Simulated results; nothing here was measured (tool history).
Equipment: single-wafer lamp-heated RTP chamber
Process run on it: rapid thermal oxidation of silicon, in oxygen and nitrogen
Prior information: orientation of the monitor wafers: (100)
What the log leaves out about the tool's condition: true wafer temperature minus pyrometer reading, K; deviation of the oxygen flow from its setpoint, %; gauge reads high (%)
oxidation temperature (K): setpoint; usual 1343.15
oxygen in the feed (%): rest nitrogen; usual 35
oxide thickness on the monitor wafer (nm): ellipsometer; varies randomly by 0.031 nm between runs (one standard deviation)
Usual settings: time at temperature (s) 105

run      day  oxidation temperature (K)  time at temperature (s)  oxygen in the feed (%)  wafers since the last listed run  wafers since the last pyrometer calibration  hours since the oxygen flow controller was replaced  hours since the gauge calibration  read-back reference wafer on the same gauge, thickness  oxide thickness on the monitor wafer (nm)
  1    0.000                    1343.15                      105                      35                                 0                                         1635                                               2919.1                              472.6                                                   8.426                                      8.041
  2    4.221                    1343.15                      105                      23                              1176                                         2811                                               3020.4                              573.9                                                   8.454                                      7.006
  3    7.362                    1343.15                      105                      35                               875                                         3687                                               3095.8                              649.3                                                   8.450                                      8.135
  4    9.225                    1343.15                      105                      35                               519                                         4206                                               3140.5                              694.0                                                   8.442                                      8.212
  5   10.750                    1343.15                      144                      35                               424                                         4631                                               3177.1                              730.6                                                   8.447                                      9.437
  6   13.521                    1343.15                      105                      35                               772                                         5403                                               3243.6                              797.1                                                   8.450                                      8.299
  7   15.333                    1343.15                      105                      35                               505                                         5908                                               3287.1                              840.6                                                   8.452                                      8.346
  8   18.225                    1343.15                      105                      35                               805                                         6714                                               3356.5                              910.0                                                   8.436                                      8.367
  9   20.929                    1343.15                      105                      35                               753                                         7467                                               3421.4                              974.9                                                   8.446                                      8.432
      24.000  -- pyrometer window cleaned and pyrometer calibrated
 10   24.600                    1343.15                      105                      35                               930                                          167                                               3509.5                             1063.0                                                   8.462                                      8.077
 11   28.388                    1343.15                      105                      35                              1055                                         1222                                               3600.4                             1153.9                                                   8.468                                      8.116
 12   30.925                    1343.15                      105                      35                               707                                         1929                                               3661.3                             1214.8                                                   8.426                                      8.129
 13   33.312                    1343.15                      105                      35                               665                                         2595                                               3718.6                             1272.1                                                   8.456                                      8.101
 14   42.717                    1343.15                      105                      35                              2620                                         5215                                               3944.3                             1497.8                                                   8.468                                      8.287
 15   46.792                    1343.15                      105                      21                              1135                                         6351                                               4042.1                             1595.6                                                   8.445                                      6.976
 16   48.771                    1343.15                      105                      21                               551                                         6902                                               4089.6                             1643.1                                                   8.473                                      7.025
 17   51.704                    1330.15                       89                      54                               817                                         7720                                               4160.0                             1713.5                                                   8.456                                      8.443
      52.383  -- pyrometer window cleaned and pyrometer calibrated
 18   54.912                    1364.15                       79                      51                               801                                          705                                               4237.0                             1790.5                                                   8.460                                      9.302
 19   58.388                    1361.15                      139                      51                               968                                         1673                                               4320.4                             1873.9                                                   8.451                                     11.898
 20   60.417                    1325.15                      155                      35                               565                                         2239                                               4369.1                             1922.6                                                   8.439                                      8.605
 21   62.912                    1343.15                      105                      35                               695                                         2934                                               4429.0                             1982.5                                                   8.446                                      8.118
 22   64.633                    1343.15                      105                      63                               479                                         3414                                               4470.3                             2023.8                                                   8.461                                     10.089
      64.654  -- gauge calibrated
 23   68.525                    1315.15                       54                      35                              1084                                         4498                                               4563.7                               92.9                                                   8.443                                      5.126
 24   70.562                    1343.15                       69                      17                               567                                         5066                                               4612.6                              141.8                                                   8.443                                      5.322
 25   74.679                    1329.15                      150                      60                              1147                                         6213                                               4711.4                              240.6                                                   8.444                                     10.956
      77.750  -- pyrometer window cleaned and pyrometer calibrated
 26   78.800                    1325.15                      139                      35                              1055                                          292                                               4810.3                              339.5                                                   8.458                                      8.122
      81.433  -- oxygen flow controller replaced
 27   82.654                    1343.15                       70                      52                               981                                         1273                                                 29.3                              432.0                                                   8.459                                      7.732
 28   87.000                    1363.15                      129                      17                              1211                                         2484                                                133.6                              536.3                                                   8.454                                      7.809
 29   89.654                    1343.15                      105                      35                               739                                         3224                                                197.3                              600.0                                                   8.452                                      8.146
 30   91.279                    1372.15                      105                      59                               452                                         3677                                                236.3                              639.0                                                   8.453                                     12.003
 31   92.912                    1361.15                       87                      35                               455                                         4132                                                275.5                              678.2                                                   8.458                                      8.506
 32   96.704                    1357.15                      128                      35                              1056                                         5189                                                366.5                              769.2                                                   8.452                                      9.891
 33   98.812                    1357.15                      128                      35                               587                                         5776                                                417.1                              819.8                                                   8.453                                      9.950
     102.096  -- pyrometer window cleaned and pyrometer calibrated
 34  102.538                    1343.15                      105                      35                               945                                          123                                                506.5                              909.2                                                   8.451                                      8.041
 35  104.179                    1372.15                      105                      35                               457                                          581                                                545.9                              948.6                                                   8.446                                      9.708
 36  116.608                    1319.15                      105                      35                              3463                                         4044                                                844.2                             1246.9                                                   8.450                                      6.988
 37  118.333                    1357.15                      133                      17                               480                                         4525                                                885.6                             1288.3                                                   8.454                                      7.753

How the hidden state differs across the entries between the runs, from the last listed run before each to the first after it:
Logged between run 9 and run 10: pyrometer window cleaned and pyrometer calibrated (day 24.000)
  true wafer temperature minus pyrometer reading, K: 7.38 -> 0.257
  measured less the result without the state, oxide thickness on the monitor wafer (nm): +0.399 -> +0.013
Logged between run 17 and run 18: pyrometer window cleaned and pyrometer calibrated (day 52.383)
  true wafer temperature minus pyrometer reading, K: 8.05 -> 0.109
  measured less the result without the state, oxide thickness on the monitor wafer (nm): +0.446 -> +0.006
Logged between run 22 and run 23: gauge calibrated (day 64.654)
  true wafer temperature minus pyrometer reading, K: 1.57 -> 2.69
  measured less the result without the state, oxide thickness on the monitor wafer (nm): +0.104 -> +0.092
Logged between run 25 and run 26: pyrometer window cleaned and pyrometer calibrated (day 77.750)
  true wafer temperature minus pyrometer reading, K: 5.09 -> 0.189
  measured less the result without the state, oxide thickness on the monitor wafer (nm): +0.373 -> +0.011
Logged between run 26 and run 27: oxygen flow controller replaced (day 81.433)
  true wafer temperature minus pyrometer reading, K: 0.189 -> 0.422
  measured less the result without the state, oxide thickness on the monitor wafer (nm): +0.011 -> +0.022
Logged between run 33 and run 34: pyrometer window cleaned and pyrometer calibrated (day 102.096)
  true wafer temperature minus pyrometer reading, K: 4.68 -> 0.15
  measured less the result without the state, oxide thickness on the monitor wafer (nm): +0.296 -> +0.008
